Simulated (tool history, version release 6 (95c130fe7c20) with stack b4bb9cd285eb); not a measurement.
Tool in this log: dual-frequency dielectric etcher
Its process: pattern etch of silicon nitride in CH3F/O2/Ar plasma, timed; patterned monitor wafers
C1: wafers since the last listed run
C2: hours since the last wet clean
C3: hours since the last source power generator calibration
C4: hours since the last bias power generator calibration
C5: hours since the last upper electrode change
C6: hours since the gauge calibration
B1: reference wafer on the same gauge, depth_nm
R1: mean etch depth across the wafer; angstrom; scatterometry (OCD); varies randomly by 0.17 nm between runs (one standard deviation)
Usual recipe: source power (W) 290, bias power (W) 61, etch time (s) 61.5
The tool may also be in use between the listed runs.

Run 1, hour 0: usual settings; C1 0; C2 386.5; C3 818; C4 2934.7; C5 2503.2; C6 797.6; B1 37. Result: R1 355.4 angstrom.
Run 2, hour 81.2: usual settings; C1 1307; C2 467.7; C3 899.2; C4 3015.9; C5 2584.4; C6 878.8; B1 36.9. Result: R1 357.3 angstrom.
Run 3, hour 120.6: usual settings; C1 634; C2 507.1; C3 938.6; C4 3055.3; C5 2623.8; C6 918.2; B1 36.88. Result: R1 359.4 angstrom.
Run 4, hour 161.7: usual settings; C1 661; C2 548.2; C3 979.7; C4 3096.4; C5 2664.9; C6 959.3; B1 36.83. Result: R1 356.9 angstrom.
At hour 197.1: wet clean of the chamber.
Run 5, hour 227.8: usual settings; C1 678; C2 30.7; C3 1045.8; C4 3162.5; C5 2731; C6 1025.4; B1 36.97. Result: R1 357.3 angstrom.
Run 6, hour 268.7: usual settings; C1 658; C2 71.6; C3 1086.7; C4 3203.4; C5 2771.9; C6 1066.3; B1 36.97. Result: R1 355.9 angstrom.
At hour 309.3: gauge calibrated.
Run 7, hour 337.2: usual settings; C1 1103; C2 140.1; C3 1155.2; C4 3271.9; C5 2840.4; C6 27.9; B1 36.88. Result: R1 356.2 angstrom.
Run 8, hour 404.9: usual settings but bias power (W) 66; C1 1090; C2 207.8; C3 1222.9; C4 3339.6; C5 2908.1; C6 95.6; B1 36.84. Result: R1 365.2 angstrom.
Run 9, hour 438.7: usual settings but bias power (W) 66; C1 544; C2 241.6; C3 1256.7; C4 3373.4; C5 2941.9; C6 129.4; B1 36.94. Result: R1 364.8 angstrom.
Run 10, hour 496.1: usual settings; C1 924; C2 299; C3 1314.1; C4 3430.8; C5 2999.3; C6 186.8; B1 36.88. Result: R1 352.9 angstrom.
Run 11, hour 565: usual settings; C1 1109; C2 367.9; C3 1383; C4 3499.7; C5 3068.2; C6 255.7; B1 36.93. Result: R1 358.5 angstrom.
Run 12, hour 626.5: usual settings; C1 990; C2 429.4; C3 1444.5; C4 3561.2; C5 3129.7; C6 317.2; B1 36.88. Result: R1 354.7 angstrom.
Run 13, hour 652.5: usual settings; C1 418; C2 455.4; C3 1470.5; C4 3587.2; C5 3155.7; C6 343.2; B1 36.86. Result: R1 354.5 angstrom.
At hour 723.5: wet clean of the chamber.
Run 14, hour 724: usual settings; C1 765; C2 0.5; C3 1542; C4 3658.7; C5 3227.2; C6 414.7; B1 36.98. Result: R1 353 angstrom.
At hour 752.7: upper electrode replaced.
Run 15, hour 753.2: usual settings but source power (W) 220, bias power (W) 75, etch time (s) 56; C1 83; C2 29.7; C3 1571.2; C4 3687.9; C5 0.5; C6 443.9; B1 36.89. Result: R1 298.6 angstrom.
Run 16, hour 829: usual settings but bias power (W) 51, etch time (s) 73; C1 1220; C2 105.5; C3 1647; C4 3763.7; C5 76.3; C6 519.7; B1 36.78. Result: R1 399 angstrom.
Run 17, hour 853.3: usual settings but source power (W) 270, bias power (W) 68, etch time (s) 79.5; C1 391; C2 129.8; C3 1671.3; C4 3788; C5 100.6; C6 544; B1 36.85. Result: R1 455.6 angstrom.
Run 18, hour 920.7: usual settings; C1 1085; C2 197.2; C3 1738.7; C4 3855.4; C5 168; C6 611.4; B1 36.88. Result: R1 352.3 angstrom.
At hour 1040.9: source power generator calibrated.
Run 19, hour 1108.7: usual settings but source power (W) 220; C1 2963; C2 385.2; C3 67.8; C4 4043.4; C5 356; C6 799.4; B1 36.84. Result: R1 312.3 angstrom.
Run 20, hour 1169.2: usual settings but source power (W) 260, bias power (W) 72, etch time (s) 56; C1 974; C2 445.7; C3 128.3; C4 4103.9; C5 416.5; C6 859.9; B1 36.88. Result: R1 326 angstrom.
At hour 1232.9: gauge calibrated.
At hour 1246.4: wet clean of the chamber.
Run 21, hour 1246.9: usual settings but source power (W) 220, bias power (W) 70, etch time (s) 45; C1 864; C2 0.5; C3 206; C4 4181.6; C5 494.2; C6 14; B1 36.86. Result: R1 239.1 angstrom.
Run 22, hour 1267.2: usual settings but bias power (W) 57; C1 326; C2 20.8; C3 226.3; C4 4201.9; C5 514.5; C6 34.3; B1 36.91. Result: R1 354 angstrom.
At hour 1271.2: bias power generator calibrated.
Run 23, hour 1469.1: usual settings; C1 3187; C2 222.7; C3 428.2; C4 197.9; C5 716.4; C6 236.2; B1 36.9. Result: R1 359.7 angstrom.
Run 24, hour 1493.6: usual settings but source power (W) 360, bias power (W) 72, etch time (s) 50.5; C1 394; C2 247.2; C3 452.7; C4 222.4; C5 740.9; C6 260.7; B1 36.92. Result: R1 343.6 angstrom.
Run 25, hour 1521.3: usual settings but source power (W) 310, bias power (W) 53, etch time (s) 67; C1 446; C2 274.9; C3 480.4; C4 250.1; C5 768.6; C6 288.4; B1 36.79. Result: R1 391.4 angstrom.
Run 26, hour 1583.7: usual settings but source power (W) 240, bias power (W) 72; C1 1005; C2 337.3; C3 542.8; C4 312.5; C5 831; C6 350.8; B1 36.81. Result: R1 344.2 angstrom.
Run 27, hour 1608: usual settings; C1 391; C2 361.6; C3 567.1; C4 336.8; C5 855.3; C6 375.1; B1 36.88. Result: R1 360.5 angstrom.
Run 28, hour 1678.4: usual settings but source power (W) 260, bias power (W) 69, etch time (s) 51.5; C1 1133; C2 432; C3 637.5; C4 407.2; C5 925.7; C6 445.5; B1 36.93. Result: R1 297.6 angstrom.

Predict each of these 5 candidate next runs independently; none follows another, all start after run 28:
Run A, hour 1678.8: usual settings; C1 6; C2 432.4; C3 637.9; C4 407.6; C5 926.1; C6 445.9; B1 ?. Result: R1 ?.
Run B, hour 1678.8: usual settings but source power (W) 330, etch time (s) 45.5; C1 6; C2 432.4; C3 637.9; C4 407.6; C5 926.1; C6 445.9; B1 ?. Result: R1 ?.
Run C, hour 1678.8: usual settings but source power (W) 340, bias power (W) 65, etch time (s) 79.5; C1 6; C2 432.4; C3 637.9; C4 407.6; C5 926.1; C6 445.9; B1 ?. Result: R1 ?.
Run D, hour 1678.8: usual settings but source power (W) 310, bias power (W) 49, etch time (s) 66.5; C1 6; C2 432.4; C3 637.9; C4 407.6; C5 926.1; C6 445.9; B1 ?. Result: R1 ?.
Run E, hour 1678.8: usual settings but bias power (W) 53, etch time (s) 44.5; C1 6; C2 432.4; C3 637.9; C4 407.6; C5 926.1; C6 445.9; B1 ?. Result: R1 ?.

run     B1     R1
  A  36.86  359.3
  B  36.86    283
  C  36.86    511
  D  36.86  377.1
  E  36.86  249.6
With no hidden state in the tool, these same runs would have given:
run     R1
  A  361.1
  B  284.4
  C  513.6
  D    379
  E  250.9

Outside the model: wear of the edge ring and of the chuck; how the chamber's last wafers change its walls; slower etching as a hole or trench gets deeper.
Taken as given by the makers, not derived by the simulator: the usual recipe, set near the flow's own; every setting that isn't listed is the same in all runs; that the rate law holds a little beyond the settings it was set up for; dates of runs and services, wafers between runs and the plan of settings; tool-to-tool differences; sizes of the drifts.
